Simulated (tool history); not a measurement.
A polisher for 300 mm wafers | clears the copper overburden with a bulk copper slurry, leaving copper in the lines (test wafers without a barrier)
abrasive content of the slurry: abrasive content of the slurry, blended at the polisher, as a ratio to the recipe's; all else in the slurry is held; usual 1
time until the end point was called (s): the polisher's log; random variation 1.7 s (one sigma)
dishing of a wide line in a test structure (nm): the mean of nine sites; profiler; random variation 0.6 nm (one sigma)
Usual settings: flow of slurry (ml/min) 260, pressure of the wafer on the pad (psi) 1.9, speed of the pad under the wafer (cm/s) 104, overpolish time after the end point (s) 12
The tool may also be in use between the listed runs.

run     day  flow of slurry (ml/min)  pressure of the wafer on the pad (psi)  speed of the pad under the wafer (cm/s)  abrasive content of the slurry  overpolish time after the end point (s)  wafers since the last listed run  wafers polished on this pad  hours since the slurry nozzle was cleaned  hours since the head pressure was calibrated  hours since the slurry blender was calibrated  incoming thickness of the incoming film, nm  time until the end point was called (s)  dishing of a wide line in a test structure (nm)
  1       0                      260                                     1.9                                      104                               1                                       12                                 0                          432                                       51.2                                         534.6                                          133.2                                        780.2                                    132.9                                             38.4
      4.871  -- worn pad replaced by a new one
  2   6.396                      260                                     1.9                                      104                               1                                       12                               908                          222                                      204.7                                         688.1                                          286.7                                        789.5                                    130.1                                             39.5
  3   8.696                      260                                     1.9                                      130                               1                                       12                               335                          557                                      259.9                                         743.3                                          341.9                                        770.5                                      106                                               44
  4  10.521                      260                                     1.9                                      130                               1                                       12                               266                          823                                      303.7                                         787.1                                          385.7                                          768                                    109.9                                             43.3
     11.729  -- worn pad replaced by a new one
  5  12.783                      315                                     1.9                                      104                               1                                       12                               305                          153                                        358                                         841.4                                            440                                          770                                    121.8                                               41
     13.325  -- slurry nozzle cleaned
     13.846  -- slurry blender recalibrated
  6  15.504                      315                                     1.9                                      104                               1                                       12                               378                          531                                       52.3                                         906.7                                           39.8                                        785.2                                    131.5                                             39.3
  7  16.792                      315                                     1.9                                      104                               1                                       12                               187                          719                                       83.2                                         937.6                                           70.7                                        770.7                                    133.3                                             38.5
  8  18.604                      260                                     1.9                                      104                               1                                        8                               264                          983                                      126.7                                         981.1                                          114.2                                        771.4                                    138.1                                             28.5
  9  19.883                      260                                     1.9                                      104                               1                                        8                               186                         1170                                      157.4                                        1011.8                                          144.9                                        767.4                                    134.6                                             28.4
     20.375  -- worn pad replaced by a new one
 10  21.396                      260                                     2.3                                       86                             1.2                                        7                               196                          148                                      193.7                                        1048.1                                          181.2                                        775.9                                    114.6                                             28.1
 11  24.388                      260                                     1.9                                      104                               1                                       12                               436                          584                                      265.5                                        1119.9                                            253                                        788.6                                      139                                             38.2
     25.492  -- slurry nozzle cleaned
     25.596  -- head pressure recalibrated
 12  26.092                      260                                     1.9                                      104                             1.3                                        6                               230                          814                                       14.4                                          11.9                                          293.9                                        768.5                                    130.8                                               24
     27.508  -- worn pad replaced by a new one
 13  27.821                      260                                     2.2                                      104                             0.7                                       12                               227                           45                                       55.9                                          53.4                                          335.4                                        769.2                                    113.7                                             42.7
 14  30.608                      260                                     1.9                                      104                               1                                       12                               406                          452                                      122.8                                         120.3                                          402.3                                        771.4                                    131.8                                             37.7
     32.458  -- slurry blender recalibrated
 15  32.862                      260                                     1.9                                      104                            0.85                                       12                               316                          768                                      176.9                                         174.4                                            9.7                                        758.9                                      140                                             37.6
     35.142  -- worn pad replaced by a new one
 16  35.733                      260                                     1.9                                      104                               1                                       12                               394                           86                                      245.8                                         243.3                                           78.6                                        780.3                                      125                                             40.2
 17  37.708                      260                                     1.9                                      104                               1                                       14                               287                          374                                      293.2                                         290.7                                            126                                        780.2                                    133.3                                             43.4
 18  39.929                      260                                     1.9                                      130                             0.9                                       12                               323                          697                                      346.5                                           344                                          179.3                                        769.7                                    111.5                                             43.2

5 ways to go on from here, each from the tool as it stands after run 18. What would each give?
  A  39.95                      260                                     1.9                                      104                               1                                       12                                 3                          700                                        347                                         344.5                                          179.8                                        769.9                                        ?                                                ?
  B  39.95                      235                                     2.5                                      104                            0.75                                       12                                 3                          700                                        347                                         344.5                                          179.8                                        769.9                                        ?                                                ?
  C  39.95                      190                                     1.9                                      104                               1                                       19                                 3                          700                                        347                                         344.5                                          179.8                                        769.9                                        ?                                                ?
  D  39.95                      260                                     1.9                                      104                             1.1                                        7                                 3                          700                                        347                                         344.5                                          179.8                                        769.9                                        ?                                                ?
  E  39.95                      290                                     1.9                                      118                               1                                       18                                 3                          700                                        347                                         344.5                                          179.8                                        769.9                                        ?                                                ?

run  time until the end point was called (s)  dishing of a wide line in a test structure (nm)
  A                                    131.6                                             39.4
  B                                      107                                             46.3
  C                                    135.6                                             51.3
  D                                    128.9                                             26.8
  E                                    116.3                                               54
Without the tool's hidden state the same runs would have given:
run  time until the end point was called (s)  dishing of a wide line in a test structure (nm)
  A                                      117                                             42.6
  B                                     95.2                                             49.8
  C                                    120.6                                             54.5
  D                                    114.7                                             29.4
  E                                    103.5                                             57.1
